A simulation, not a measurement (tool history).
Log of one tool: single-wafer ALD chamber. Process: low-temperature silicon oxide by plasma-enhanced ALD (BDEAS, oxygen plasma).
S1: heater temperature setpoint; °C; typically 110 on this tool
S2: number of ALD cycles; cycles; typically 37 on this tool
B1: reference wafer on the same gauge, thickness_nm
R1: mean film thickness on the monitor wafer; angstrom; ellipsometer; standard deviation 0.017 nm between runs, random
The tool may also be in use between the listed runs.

{"run": 1, "hour": 0.0, "S1": 110, "S2": 37, "B1": 4.273, "R1": 53.13}
{"run": 2, "hour": 74.0, "S1": 110, "S2": 37, "B1": 4.268, "R1": 53.38}
{"run": 3, "hour": 130.2, "S1": 110, "S2": 37, "B1": 4.272, "R1": 53.26}
{"run": 4, "hour": 172.2, "S1": 110, "S2": 37, "B1": 4.276, "R1": 53.44}
{"run": 5, "hour": 262.8, "S1": 110, "S2": 37, "B1": 4.268, "R1": 53.49}
{"run": 6, "hour": 300.5, "S1": 110, "S2": 37, "B1": 4.27, "R1": 53.31}
{"run": 7, "hour": 341.0, "S1": 113, "S2": 34, "B1": 4.278, "R1": 48.66}
{"run": 8, "hour": 381.5, "S1": 113, "S2": 34, "B1": 4.268, "R1": 48.64}
{"run": 9, "hour": 430.4, "S1": 105, "S2": 39, "B1": 4.275, "R1": 56.65}
{"run": 10, "hour": 527.1, "S1": 119, "S2": 42, "B1": 4.263, "R1": 59.03}
{"hour": 573.6, "done": "thermocouple changed; heater temperature recalibrated"}
{"run": 11, "hour": 628.6, "S1": 123, "S2": 34, "B1": 4.269, "R1": 47.39}

For run 12, what comes out?
{"hour": 676.3, "done": "gauge calibrated"}
{"run": 12, "hour": 729.3, "S1": 110, "S2": 37, "B1": "?", "R1": "?"}

B1: 4.27
R1: 53.31 angstrom
With no hidden state in the tool, this same run would have given R1 53.31 angstrom.
